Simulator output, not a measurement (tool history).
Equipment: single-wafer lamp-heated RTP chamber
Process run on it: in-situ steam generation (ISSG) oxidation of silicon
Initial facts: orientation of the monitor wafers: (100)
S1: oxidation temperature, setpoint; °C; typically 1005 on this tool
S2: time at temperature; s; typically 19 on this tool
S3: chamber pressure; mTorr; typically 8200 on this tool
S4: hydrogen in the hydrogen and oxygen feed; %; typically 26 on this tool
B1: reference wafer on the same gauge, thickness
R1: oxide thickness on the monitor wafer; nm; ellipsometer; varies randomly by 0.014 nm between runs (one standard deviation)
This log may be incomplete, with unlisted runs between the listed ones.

Run 1, day 0.000: usual settings; B1 5.778. Result: R1 5.258 nm.
Run 2, day 2.992: usual settings but S1 1013 °C, S2 14 s; B1 5.776. Result: R1 4.753 nm.
Run 3, day 4.896: usual settings but S4 20 %; B1 5.777. Result: R1 4.953 nm.
Run 4, day 7.021: usual settings but S4 20 %; B1 5.778. Result: R1 4.936 nm.
Run 5, day 9.379: usual settings but S2 15 s, S4 20 %; B1 5.780. Result: R1 4.446 nm.
Run 6, day 11.750: usual settings but S2 15 s, S4 20 %; B1 5.702. Result: R1 4.391 nm.
Run 7, day 12.829: usual settings but S1 1020 °C, S4 32 %; B1 5.707. Result: R1 5.870 nm.
Run 8, day 13.983: usual settings but S1 1020 °C, S4 32 %; B1 5.711. Result: R1 5.868 nm.
Run 9, day 15.167: usual settings but S2 21 s; B1 5.719. Result: R1 5.452 nm.
Run 10, day 17.375: usual settings but S2 21 s; B1 5.726. Result: R1 5.460 nm.
Run 11, day 19.679: usual settings; B1 5.735. Result: R1 5.239 nm.
Run 12, day 25.871: usual settings but S4 32 %; B1 5.755. Result: R1 5.535 nm.
Run 13, day 28.396: usual settings but S4 32 %; B1 5.757. Result: R1 5.519 nm.
Run 14, day 30.817: usual settings but S4 31 %; B1 5.763. Result: R1 5.508 nm.
Run 15, day 32.075: usual settings but S4 31 %; B1 5.760. Result: R1 5.499 nm.
Run 16, day 33.950: usual settings; B1 5.762. Result: R1 5.271 nm.
Run 17, day 36.192: usual settings but S1 989 °C, S4 21 %; B1 5.767. Result: R1 4.679 nm.
Run 18, day 38.083: usual settings; B1 5.770. Result: R1 5.254 nm.
Run 19, day 46.879: usual settings; B1 5.781. Result: R1 5.283 nm.
Run 20, day 48.621: usual settings but S3 8700 mTorr, S4 21 %; B1 5.778. Result: R1 5.021 nm.
Run 21, day 51.325: usual settings but S1 996 °C, S2 16 s, S3 7500 mTorr, S4 29 %; B1 5.782. Result: R1 4.889 nm.
Run 22, day 53.617: usual settings; B1 5.784. Result: R1 5.297 nm.
Run 23, day 55.188: usual settings but S2 24 s; B1 5.783. Result: R1 5.895 nm.
Run 24, day 63.204: usual settings but S1 1018 °C, S2 13 s, S3 9500 mTorr; B1 5.701. Result: R1 4.545 nm.
Run 25, day 64.771: usual settings; B1 5.707. Result: R1 5.215 nm.
Run 26, day 72.133: usual settings but S1 993 °C, S2 12 s, S3 7700 mTorr, S4 22 %; B1 5.733. Result: R1 3.924 nm.
Run 27, day 73.475: usual settings; B1 5.735. Result: R1 5.225 nm.
Run 28, day 74.862: usual settings but S2 25 s; B1 5.742. Result: R1 5.953 nm.
Run 29, day 76.800: usual settings but S2 25 s, S3 8900 mTorr; B1 5.743. Result: R1 5.910 nm.
Run 30, day 78.629: usual settings but S1 989 °C, S2 26 s; B1 5.750. Result: R1 5.676 nm.
Run 31, day 81.258: usual settings but S1 1016 °C, S4 29 %; B1 5.750. Result: R1 5.653 nm.
Run 32, day 82.500: usual settings but S1 1024 °C; B1 5.755. Result: R1 5.716 nm.

Put back what was entered between runs (9 entries, withheld): which listed runs does each sit between, and how does the hidden state differ from the listed run before to the listed run after?
After run 4, before run 5: pyrometer window cleaned and pyrometer calibrated (day 8.317)
  gauge reads high (%): 1.56 -> 1.58
  measured minus no-state result, R1: +0.076 -> +0.069 nm
After run 5, before run 6: gauge calibrated (day 10.112)
  gauge reads high (%): 1.58 -> 0.211
  measured minus no-state result, R1: +0.069 -> +0.009 nm
After run 11, before run 12: pressure gauge zeroed (day 25.454)
  gauge reads high (%): 0.78 -> 1.07
  measured minus no-state result, R1: +0.041 -> +0.058 nm
After run 12, before run 13: pyrometer window cleaned and pyrometer calibrated (day 26.538)
  gauge reads high (%): 1.07 -> 1.16
  measured minus no-state result, R1: +0.058 -> +0.064 nm
After run 18, before run 19: hydrogen flow controller replaced (day 42.588); pyrometer window cleaned and pyrometer calibrated (day 42.967)
  gauge reads high (%): 1.41 -> 1.54
  measured minus no-state result, R1: +0.073 -> +0.080 nm
After run 23, before run 24: gauge calibrated (day 59.171); pyrometer window cleaned and pyrometer calibrated (day 59.321)
  gauge reads high (%): 1.62 -> 0.224
  measured minus no-state result, R1: +0.094 -> +0.010 nm
After run 28, before run 29: pyrometer window cleaned and pyrometer calibrated (day 75.950)
  gauge reads high (%): 0.882 -> 0.954
  measured minus no-state result, R1: +0.052 -> +0.056 nm
